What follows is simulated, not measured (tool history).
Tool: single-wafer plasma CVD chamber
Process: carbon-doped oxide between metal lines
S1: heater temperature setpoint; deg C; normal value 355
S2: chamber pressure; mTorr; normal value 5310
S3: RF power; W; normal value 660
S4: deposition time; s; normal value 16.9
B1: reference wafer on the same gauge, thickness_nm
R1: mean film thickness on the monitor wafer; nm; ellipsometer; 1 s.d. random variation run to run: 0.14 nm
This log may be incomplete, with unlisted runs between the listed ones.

run,hour,S1,S2,S3,S4,B1,R1
1,0,355,4610,660,18.1,74.65,94.117
2,12.6,355,4610,660,18.1,74.613,93.822
3,38.5,355,4610,660,18.1,74.594,93.889
4,63.3,355,5310,660,16.9,74.621,90.119
5,98.6,355,5310,660,16.9,74.588,89.87
6,122.9,355,5310,660,16.9,74.612,89.681
7,142.2,355,5310,660,16.9,74.588,89.951
8,170.5,355,5310,660,16.9,74.629,89.754
9,189.4,355,5670,700,16.9,74.591,93.134
10,216.2,355,5670,700,16.9,74.602,93.299
11,231.7,365,5310,660,16.9,74.615,88.856
12,256.5,365,5310,660,16.9,74.578,88.463
13,276,365,5310,660,16.9,74.631,88.608
14,303.1,347,5900,755,16.9,74.585,101.061
15,324.2,366,5310,660,16.9,74.596,88.287
16,361.4,363,5310,660,16.9,74.603,88.85
17,371.9,340,5310,660,16.9,74.564,95.648
18,391.1,363,4580,660,18.6,74.619,95.2
19,416.2,355,4270,550,16.9,74.596,80.495
20,434.2,365,5310,660,16.9,74.572,88.457
21,454.5,349,5310,765,16.9,74.608,99.483
22,490,355,5670,700,16.9,74.588,94.438
23,502.8,366,6050,660,16.9,74.613,89.629
24,527.8,355,5310,660,19.6,74.6,104.972
25,543.4,355,5310,660,16.9,74.589,90.921
26,572.5,355,5310,730,19.1,74.576,107.198
27,606.7,355,5310,660,16.9,74.591,90.85

Missing from the log above: 5 entries noted between runs. For each, name the pair of listed runs it sits between and say how the tool's hidden condition differs from the listed run just before to the listed run just after:
After run 10, before run 11: RF generator calibrated (hour 229)
  delivered RF power above the setpoint (%): -4.11 -> -0.297
  measured result minus the result with no hidden state, R1: -1.819 -> -0.122 nm
After run 11, before run 12: capacitance manometer re-zeroed and calibrated (hour 247)
  delivered RF power above the setpoint (%): -0.297 -> -0.393
  measured result minus the result with no hidden state, R1: -0.122 -> -0.161 nm
After run 13, before run 14: showerhead replaced (hour 302.6)
  delivered RF power above the setpoint (%): -0.469 -> -0.574
  measured result minus the result with no hidden state, R1: -0.192 -> -0.269 nm
After run 15, before run 16: thermocouple changed; heater temperature recalibrated (hour 360.9)
  delivered RF power above the setpoint (%): -0.656 -> -0.8
  measured result minus the result with no hidden state, R1: -0.269 -> -0.33 nm
After run 16, before run 17: gauge calibrated (hour 370)
  delivered RF power above the setpoint (%): -0.8 -> -0.84
  measured result minus the result with no hidden state, R1: -0.33 -> -0.374 nm

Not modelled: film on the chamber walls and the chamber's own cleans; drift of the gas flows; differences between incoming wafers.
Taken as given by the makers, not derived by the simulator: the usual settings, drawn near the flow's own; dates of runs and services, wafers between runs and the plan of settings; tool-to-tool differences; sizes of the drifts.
